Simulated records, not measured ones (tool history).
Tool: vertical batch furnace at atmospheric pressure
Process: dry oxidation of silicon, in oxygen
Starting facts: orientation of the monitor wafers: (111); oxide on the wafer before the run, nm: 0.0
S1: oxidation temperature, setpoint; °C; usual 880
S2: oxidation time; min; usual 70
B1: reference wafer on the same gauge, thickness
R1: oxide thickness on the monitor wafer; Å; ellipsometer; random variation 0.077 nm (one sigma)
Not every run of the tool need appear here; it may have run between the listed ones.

Run 1, hour 0: usual settings; B1 32.22. Result: R1 307.6 Å.
Run 2, hour 18.2: usual settings; B1 32.22. Result: R1 306.4 Å.
Run 3, hour 44.5: usual settings; B1 32.23. Result: R1 306.3 Å.
Run 4, hour 57.2: usual settings; B1 32.19. Result: R1 307.3 Å.
Run 5, hour 87.4: usual settings; B1 32.24. Result: R1 305.8 Å.
Run 6, hour 101.9: usual settings; B1 32.2. Result: R1 307.5 Å.
Run 7, hour 125.6: usual settings; B1 32.19. Result: R1 306.4 Å.
Run 8, hour 143.4: usual settings; B1 32.22. Result: R1 305.9 Å.
Run 9, hour 163.5: usual settings but S2 95 min; B1 32.21. Result: R1 378.3 Å.
Run 10, hour 176.6: usual settings but S2 95 min; B1 32.23. Result: R1 378.1 Å.
At hour 183.7: gauge calibrated.
Run 11, hour 194.8: usual settings but S2 95 min; B1 32.24. Result: R1 377.5 Å.
Run 12, hour 216.5: usual settings; B1 32.21. Result: R1 307.5 Å.
Run 13, hour 231.5: usual settings; B1 32.23. Result: R1 306.4 Å.
Run 14, hour 249.4: usual settings but S2 84 min; B1 32.2. Result: R1 350 Å.
Run 15, hour 280.1: usual settings but S2 53 min; B1 32.18. Result: R1 252 Å.
Run 16, hour 297.3: usual settings; B1 32.2. Result: R1 309 Å.
Run 17, hour 314.1: usual settings but S2 53 min; B1 32.2. Result: R1 252.7 Å.
At hour 342.3: thermocouples replaced and temperature profile calibrated.
Run 18, hour 342.8: usual settings but S1 871 °C, S2 81 min; B1 32.2. Result: R1 307.9 Å.
Run 19, hour 361.9: usual settings but S1 867 °C, S2 36.5 min; B1 32.19. Result: R1 167.8 Å.
Run 20, hour 397: usual settings but S1 864 °C, S2 103 min; B1 32.18. Result: R1 339.5 Å.
Run 21, hour 420.2: usual settings but S2 99.5 min; B1 32.2. Result: R1 392.6 Å.
At hour 454.1: boat lift adjusted.
Run 22, hour 454.6: usual settings but S1 872 °C, S2 95.5 min; B1 32.2. Result: R1 349.9 Å.
Run 23, hour 477.7: usual settings but S1 871 °C, S2 104.5 min; B1 32.18. Result: R1 368.9 Å.
Run 24, hour 497.4: usual settings but S1 890 °C, S2 88 min; B1 32.18. Result: R1 398.2 Å.
At hour 506.1: gauge calibrated.
Run 25, hour 520.1: usual settings; B1 32.22. Result: R1 307.8 Å.
Run 26, hour 543.2: usual settings but S1 864 °C, S2 43.5 min; B1 32.22. Result: R1 183.7 Å.
Run 27, hour 570.5: usual settings but S1 868 °C; B1 32.22. Result: R1 269.9 Å.

Forecast each of these 3 alternatives for the next run:
Run A, hour 575.1: usual settings; B1 ?. Result: R1 ?.
Run B, hour 575.1: usual settings but S2 87.5 min; B1 ?. Result: R1 ?.
Run C, hour 575.1: usual settings but S1 868 °C, S2 84.5 min; B1 ?. Result: R1 ?.

run     B1     R1
  A  32.16  308.7
  B  32.16  360.5
  C  32.16  309.5
With the hidden condition removed and each run's random variation left untouched, the same runs would have given:
run     R1
  A  308.7
  B  360.5
  C  309.5
